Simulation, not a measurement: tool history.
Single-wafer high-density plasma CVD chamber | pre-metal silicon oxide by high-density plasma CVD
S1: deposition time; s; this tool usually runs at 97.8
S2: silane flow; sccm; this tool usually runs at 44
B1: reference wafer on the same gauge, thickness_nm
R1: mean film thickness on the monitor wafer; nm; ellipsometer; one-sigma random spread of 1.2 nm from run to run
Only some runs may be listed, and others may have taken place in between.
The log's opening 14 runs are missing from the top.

run     day     S1  S2       B1       R1
 15  16.483   87.3  46  418.809  390.623
 16  17.846   97.8  40  419.386  399.747
 17  18.362   97.8  40  419.357  396.726
 18  19.225   97.8  40  418.828  395.735
 19  20.521   97.8  44  418.705  422.010
 20  21.450   97.8  44  418.974  421.578
 21  22.717   97.8  44  419.465  420.127
 22  23.583   97.8  37  419.370  375.847
     24.071  -- silane flow controller replaced
 23  24.758   97.8  52  419.294  494.611
 24  26.246   80.6  41  419.189  346.383
 25  27.404  109.1  51  418.550  542.873
 26  28.792   97.8  53  419.416  497.994
 27  29.900   97.8  44  419.070  442.644
 28  31.288   97.8  50  419.295  482.079

Run 29 is up next; what results do you expect?
 29  32.100  113.6  44   ?   ?

B1: 419.075
R1: 508.322 nm
Minus the tool's unlogged condition, the same run would have read R1 506.465 nm.
